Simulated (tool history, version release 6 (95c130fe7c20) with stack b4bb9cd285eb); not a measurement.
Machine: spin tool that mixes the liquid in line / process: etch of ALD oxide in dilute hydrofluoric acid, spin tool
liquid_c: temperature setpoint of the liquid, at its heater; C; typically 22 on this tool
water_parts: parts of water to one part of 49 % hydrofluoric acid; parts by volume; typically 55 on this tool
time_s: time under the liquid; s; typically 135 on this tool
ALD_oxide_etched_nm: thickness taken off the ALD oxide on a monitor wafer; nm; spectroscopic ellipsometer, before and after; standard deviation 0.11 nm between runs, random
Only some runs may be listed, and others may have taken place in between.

run   hour  liquid_c  water_parts  time_s  wafers since the last listed run  hours since the thermometer was replaced  hours since the hydrofluoric acid flow meter was replaced  hours since the gauge calibration  read-back film thickness of the ALD oxide reference wafer, read on the same gauge (nm)  ALD_oxide_etched_nm
  1      0        22           55     135                                 0                                    1956.4                                                      666.4                              437.6                                                                                  102.59                 23.3
  2   27.4        22           55     135                               194                                    1983.8                                                      693.8                                465                                                                                  102.62                23.03
  3   41.7        22           55     135                               101                                    1998.1                                                      708.1                              479.3                                                                                  102.64                 23.1
  4   77.5        22           55     135                               254                                    2033.9                                                      743.9                              515.1                                                                                   102.7                22.86
  5     92        22           55     135                               102                                    2048.4                                                      758.4                              529.6                                                                                  102.72                23.02
  6  108.4        22           55     135                               116                                    2064.8                                                      774.8                                546                                                                                  102.76                23.03
  7  123.8        22           55     135                               109                                    2080.2                                                      790.2                              561.4                                                                                  102.76                23.12
  8  139.4        22           55     135                               110                                    2095.8                                                      805.8                                577                                                                                  102.76                23.07
  9  171.7        22           45     195                               229                                    2128.1                                                      838.1                              609.3                                                                                   102.8                41.16
 10  203.3        22           45     195                               224                                    2159.7                                                      869.7                              640.9                                                                                  102.81                41.43
 11  217.7        22           45     195                               102                                    2174.1                                                      884.1                              655.3                                                                                  102.83                41.26
     230.6  -- hydrofluoric acid flow meter replaced
 12  238.7        24           55     135                               142                                    2195.1                                                        8.1                              676.3                                                                                  102.85                 25.1
     246.5  -- gauge calibrated
 13  253.4        24           55     135                               104                                    2209.8                                                       22.8                                6.9                                                                                   99.92                24.65
 14  272.6        24           55     135                               136                                      2229                                                         42                               26.1                                                                                   100.1                24.49
     304.8  -- thermometer replaced
 15  305.3        22           30     135                               225                                       0.5                                                       74.7                               58.8                                                                                  100.42                42.54
 16  319.8        22           55     135                               102                                        15                                                       89.2                               73.3                                                                                  100.53                22.57
 17  366.3        22           55     135                               330                                      61.5                                                      135.7                              119.8                                                                                  100.87                22.61
 18  381.8        22           45     195                               110                                        77                                                      151.2                              135.3                                                                                  100.97                40.73
 19    412        20           80     135                               214                                     107.2                                                      181.4                              165.5                                                                                  101.13                13.97
 20  445.1        24           70     135                               235                                     140.3                                                      214.5                              198.6                                                                                   101.3                18.86
 21  462.6        24           85     105                               124                                     157.8                                                        232                              216.1                                                                                  101.37                11.94
 22  492.4        22           55     135                               211                                     187.6                                                      261.8                              245.9                                                                                  101.52                22.66
 23  508.4      25.5           35      80                               113                                     203.6                                                      277.8                              261.9                                                                                  101.56                25.34
 24  523.6      25.5           35     175                               107                                     218.8                                                        293                              277.1                                                                                  101.62                 54.8
 25  622.9        19           25     165                               705                                     318.1                                                      392.3                              376.4                                                                                  101.86                56.05
 26  640.1        22           65     135                               122                                     335.3                                                      409.5                              393.6                                                                                  101.92                19.03
 27  665.1        22           55     135                               177                                     360.3                                                      434.5                              418.6                                                                                  101.98                22.82
 28  678.6        24           55     115                                95                                     373.8                                                        448                              432.1                                                                                  101.98                20.99
 29    696        22           55     165                               123                                     391.2                                                      465.4                              449.5                                                                                  102.02                27.93

Subtracting, for every run, the result it would have given without the tool's unlogged condition from the measured result gives the following. The same run-to-run variation enters both numbers; the gauge's scatter may not:
Hidden conditions of the tool in this case: liquid colder than its thermometer reads (K); hydrofluoric acid flow above the setpoint (%); gauge reads high (%).
run  ALD_oxide_etched_nm
  1                +0.59
  2                +0.59
  3                 +0.6
  4                 +0.6
  5                +0.61
  6                +0.61
  7                +0.62
  8                +0.62
  9                +1.12
 10                +1.14
 11                +1.13
 12                 +0.7
 13                -0.02
 14                +0.03
 15                +0.18
 16                +0.12
 17                 +0.2
 18                +0.39
 19                +0.15
 20                +0.24
 21                +0.17
 22                +0.33
 23                +0.39
 24                +0.87
 25                +1.03
 26                +0.35
 27                +0.44
 28                +0.41
 29                +0.55

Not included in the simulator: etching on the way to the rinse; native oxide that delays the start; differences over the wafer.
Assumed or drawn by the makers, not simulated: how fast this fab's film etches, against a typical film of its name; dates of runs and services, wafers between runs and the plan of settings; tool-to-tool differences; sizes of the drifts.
